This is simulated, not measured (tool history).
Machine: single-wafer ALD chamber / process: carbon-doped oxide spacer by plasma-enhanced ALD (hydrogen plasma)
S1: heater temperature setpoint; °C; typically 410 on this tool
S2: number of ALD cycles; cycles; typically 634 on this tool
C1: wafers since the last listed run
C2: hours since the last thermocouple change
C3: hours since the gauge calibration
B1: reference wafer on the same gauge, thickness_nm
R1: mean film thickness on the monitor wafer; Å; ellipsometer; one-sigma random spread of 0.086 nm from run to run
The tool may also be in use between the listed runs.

| run | day | S1 | S2 | C1 | C2 | C3 | B1 | R1 |
|---|---|---|---|---|---|---|---|---|
| 1 | 0 | 410 | 634 | 0 | 2334.9 | 54.9 | 37.415 | 342.19 |
| 2 | 0.688 | 410 | 634 | 7 | 2351.4 | 71.4 | 37.433 | 342.26 |
| 3 | 0.983 | 410 | 634 | 3 | 2358.5 | 78.5 | 37.413 | 342.97 |
| 4 | 1.4 | 413 | 634 | 4 | 2368.5 | 88.5 | 37.409 | 340.12 |
| 5 | 1.788 | 413 | 634 | 4 | 2377.8 | 97.8 | 37.368 | 340.93 |
| 6 | 2.467 | 413 | 634 | 7 | 2394.1 | 114.1 | 37.394 | 340.49 |
| 7 | 3.162 | 404 | 634 | 7 | 2410.8 | 130.8 | 37.418 | 349.15 |
| 8 | 3.875 | 404 | 634 | 7 | 2427.9 | 147.9 | 37.388 | 348.81 |
| 9 | 4.267 | 421 | 711 | 4 | 2437.3 | 157.3 | 37.387 | 373.83 |
|  | 4.9 | gauge calibrated |
| 10 | 4.988 | 410 | 634 | 7 | 2454.6 | 2.1 | 37.393 | 341.78 |
| 11 | 5.596 | 401 | 742 | 6 | 2469.2 | 16.7 | 37.404 | 409.78 |
|  | 6.171 | thermocouple changed; heater temperature recalibrated |
| 12 | 6.192 | 405 | 722 | 2 | 0.5 | 31 | 37.404 | 394.9 |
| 13 | 6.246 | 418 | 756 | 0 | 1.8 | 32.3 | 37.373 | 398.64 |
| 14 | 6.492 | 410 | 634 | 2 | 7.7 | 38.2 | 37.408 | 342.39 |
| 15 | 7.096 | 423 | 587 | 6 | 22.2 | 52.7 | 37.43 | 306.19 |
| 16 | 7.475 | 417 | 592 | 3 | 31.3 | 61.8 | 37.428 | 313.78 |
| 17 | 7.742 | 420 | 553 | 2 | 37.7 | 68.2 | 37.418 | 290.19 |

What if the next run were any one of these 5? Each begins from the tool's condition after run 17:
| A | 7.8 | 400 | 634 | 0 | 39.1 | 69.6 | ? | ? |
| B | 7.8 | 397 | 634 | 0 | 39.1 | 69.6 | ? | ? |
| C | 7.8 | 417 | 719 | 0 | 39.1 | 69.6 | ? | ? |
| D | 7.8 | 396 | 754 | 0 | 39.1 | 69.6 | ? | ? |
| E | 7.8 | 417 | 599 | 0 | 39.1 | 69.6 | ? | ? |

| run | B1 | R1 |
|---|---|---|
| A | 37.383 | 352.88 |
| B | 37.383 | 354.15 |
| C | 37.383 | 382.16 |
| D | 37.383 | 421.19 |
| E | 37.383 | 318.38 |
With no hidden state in the tool, these same runs would have given:
| run | R1 |
|---|---|
| A | 352.88 |
| B | 354.15 |
| C | 382.16 |
| D | 421.19 |
| E | 318.38 |
